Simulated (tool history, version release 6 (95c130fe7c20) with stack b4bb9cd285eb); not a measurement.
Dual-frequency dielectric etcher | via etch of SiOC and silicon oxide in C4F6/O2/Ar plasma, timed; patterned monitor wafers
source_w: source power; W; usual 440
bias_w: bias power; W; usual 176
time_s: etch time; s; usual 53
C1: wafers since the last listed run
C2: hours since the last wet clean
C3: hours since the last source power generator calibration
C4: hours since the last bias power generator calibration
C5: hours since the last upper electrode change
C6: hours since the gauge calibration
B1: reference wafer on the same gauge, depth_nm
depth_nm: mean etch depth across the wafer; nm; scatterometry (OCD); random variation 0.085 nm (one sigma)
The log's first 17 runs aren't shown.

Run 18, day 17.012: usual settings; C1 287; C2 421.9; C3 169; C4 142.2; C5 221.5; C6 242.4; B1 65.5. Result: depth_nm 55.3 nm.
Run 19, day 18.275: usual settings but source_w 400 W, bias_w 187 W, time_s 38.5 s; C1 576; C2 452.2; C3 199.3; C4 172.5; C5 251.8; C6 272.7; B1 65.5. Result: depth_nm 39.8 nm.
Run 20, day 19.229: usual settings but bias_w 161 W, time_s 39.5 s; C1 435; C2 475.1; C3 222.2; C4 195.4; C5 274.7; C6 295.6; B1 65.5. Result: depth_nm 40.3 nm.
Run 21, day 20.696: usual settings but source_w 490 W, time_s 46 s; C1 669; C2 510.3; C3 257.4; C4 230.6; C5 309.9; C6 330.8; B1 65.5. Result: depth_nm 49.5 nm.
Run 22, day 22.067: usual settings but source_w 380 W, bias_w 160 W, time_s 68.5 s; C1 625; C2 543.2; C3 290.3; C4 263.5; C5 342.8; C6 363.7; B1 65.5. Result: depth_nm 66.7 nm.
Run 23, day 22.704: usual settings but source_w 480 W, bias_w 160 W, time_s 68.5 s; C1 291; C2 558.5; C3 305.6; C4 278.8; C5 358.1; C6 379; B1 65.5. Result: depth_nm 71.2 nm.
At day 24.442: wet clean of the chamber.
Run 24, day 24.462: usual settings but source_w 500 W, bias_w 142 W, time_s 40 s; C1 346; C2 0.5; C3 347.8; C4 321; C5 400.3; C6 421.2; B1 65.5. Result: depth_nm 41.7 nm.
Run 25, day 24.675: usual settings but source_w 360 W, time_s 44 s; C1 97; C2 5.6; C3 352.9; C4 326.1; C5 405.4; C6 426.3; B1 65.5. Result: depth_nm 44.1 nm.
Run 26, day 25.208: usual settings but source_w 350 W, time_s 42.5 s; C1 243; C2 18.4; C3 365.7; C4 338.9; C5 418.2; C6 439.1; B1 65.5. Result: depth_nm 42.2 nm.
Run 27, day 26.367: usual settings but bias_w 210 W, time_s 62 s; C1 528; C2 46.2; C3 393.5; C4 366.7; C5 446; C6 466.9; B1 65.5. Result: depth_nm 69.2 nm.
Run 28, day 26.975: usual settings; C1 277; C2 60.8; C3 408.1; C4 381.3; C5 460.6; C6 481.5; B1 65.5. Result: depth_nm 56.1 nm.

Forecast run 29:
Run 29, day 29.104: usual settings but time_s 68.5 s; C1 972; C2 111.9; C3 459.2; C4 432.4; C5 511.7; C6 532.6; B1 ?. Result: depth_nm ?.

{"run 29": {"B1": 65.5, "depth_nm": 72.4}}
Without the tool's hidden state the same run would have given depth_nm 72.8 nm.
